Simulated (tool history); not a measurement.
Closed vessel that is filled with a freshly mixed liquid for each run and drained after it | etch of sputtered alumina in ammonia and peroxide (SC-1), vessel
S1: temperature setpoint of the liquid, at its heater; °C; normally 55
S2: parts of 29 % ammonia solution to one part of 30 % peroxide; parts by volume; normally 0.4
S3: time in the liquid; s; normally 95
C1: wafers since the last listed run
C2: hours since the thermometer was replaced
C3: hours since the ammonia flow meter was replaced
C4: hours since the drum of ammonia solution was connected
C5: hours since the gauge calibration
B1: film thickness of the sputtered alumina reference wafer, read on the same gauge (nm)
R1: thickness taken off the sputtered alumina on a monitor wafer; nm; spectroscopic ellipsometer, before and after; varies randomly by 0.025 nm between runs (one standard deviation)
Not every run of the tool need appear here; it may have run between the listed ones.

Run 1, hour 0: usual settings but S2 0.5 parts by volume; C1 0; C2 1723.5; C3 981.8; C4 18.2; C5 100.6; B1 140. Result: R1 4.82 nm.
Run 2, hour 33.9: usual settings but S2 0.5 parts by volume; C1 3707; C2 1757.4; C3 1015.7; C4 52.1; C5 134.5; B1 140. Result: R1 4.86 nm.
Run 3, hour 44.5: usual settings but S1 59 °C; C1 1159; C2 1768; C3 1026.3; C4 62.7; C5 145.1; B1 140.02. Result: R1 5.82 nm.
Run 4, hour 61: usual settings but S1 59 °C; C1 1804; C2 1784.5; C3 1042.8; C4 79.2; C5 161.6; B1 140.02. Result: R1 5.86 nm.
Run 5, hour 76.9: usual settings; C1 1738; C2 1800.4; C3 1058.7; C4 95.1; C5 177.5; B1 139.98. Result: R1 4.74 nm.
Run 6, hour 91: usual settings; C1 1541; C2 1814.5; C3 1072.8; C4 109.2; C5 191.6; B1 140.01. Result: R1 4.7 nm.
Run 7, hour 107.7: usual settings but S2 0.55 parts by volume, S3 110 s; C1 1826; C2 1831.2; C3 1089.5; C4 125.9; C5 208.3; B1 140. Result: R1 5.6 nm.
Run 8, hour 123.8: usual settings but S2 0.55 parts by volume, S3 110 s; C1 1760; C2 1847.3; C3 1105.6; C4 142; C5 224.4; B1 140.02. Result: R1 5.61 nm.
At hour 145.9: thermometer replaced.
Run 9, hour 155.4: usual settings but S2 0.55 parts by volume, S3 110 s; C1 3346; C2 9.5; C3 1137.2; C4 173.6; C5 256; B1 140.01. Result: R1 6.42 nm.
Run 10, hour 169.7: usual settings but S1 57 °C; C1 1563; C2 23.8; C3 1151.5; C4 187.9; C5 270.3; B1 139.98. Result: R1 5.9 nm.
Run 11, hour 177: usual settings but S1 57 °C; C1 798; C2 31.1; C3 1158.8; C4 195.2; C5 277.6; B1 140.02. Result: R1 5.95 nm.
Run 12, hour 189.1: usual settings but S2 0.5 parts by volume, S3 110 s; C1 1323; C2 43.2; C3 1170.9; C4 207.3; C5 289.7; B1 140.01. Result: R1 6.31 nm.
Run 13, hour 196: usual settings but S2 0.5 parts by volume, S3 110 s; C1 754; C2 50.1; C3 1177.8; C4 214.2; C5 296.6; B1 139.99. Result: R1 6.26 nm.
Run 14, hour 203.2: usual settings but S1 60 °C, S2 0.2 parts by volume; C1 787; C2 57.3; C3 1185; C4 221.4; C5 303.8; B1 140.02. Result: R1 6.51 nm.
Run 15, hour 219.2: usual settings but S2 0.55 parts by volume; C1 1749; C2 73.3; C3 1201; C4 237.4; C5 319.8; B1 139.98. Result: R1 5.51 nm.
Run 16, hour 234.2: usual settings; C1 1640; C2 88.3; C3 1216; C4 252.4; C5 334.8; B1 139.98. Result: R1 5.32 nm.
Run 17, hour 244.1: usual settings; C1 1082; C2 98.2; C3 1225.9; C4 262.3; C5 344.7; B1 139.98. Result: R1 5.34 nm.
At hour 248.1: new drum of ammonia solution connected.
At hour 251.6: ammonia flow meter replaced.
At hour 252.1: gauge calibrated.
Run 18, hour 261.5: usual settings but S1 60.5 °C, S2 0.5 parts by volume, S3 145 s; C1 1684; C2 115.6; C3 9.9; C4 13.4; C5 9.4; B1 139.99. Result: R1 10.95 nm.
Run 19, hour 277.5: usual settings but S1 63.5 °C, S2 0.35 parts by volume, S3 110 s; C1 1749; C2 131.6; C3 25.9; C4 29.4; C5 25.4; B1 139.99. Result: R1 9.31 nm.

Forecast run 20:
Run 20, hour 292.9: usual settings but S3 145 s; C1 1684; C2 147; C3 41.3; C4 44.8; C5 40.8; B1 ?. Result: R1 ?.

B1: 139.98
R1: 8.07 nm
On a tool with no hidden condition, and with the same random variation, this run would have come out at R1 8.18 nm.

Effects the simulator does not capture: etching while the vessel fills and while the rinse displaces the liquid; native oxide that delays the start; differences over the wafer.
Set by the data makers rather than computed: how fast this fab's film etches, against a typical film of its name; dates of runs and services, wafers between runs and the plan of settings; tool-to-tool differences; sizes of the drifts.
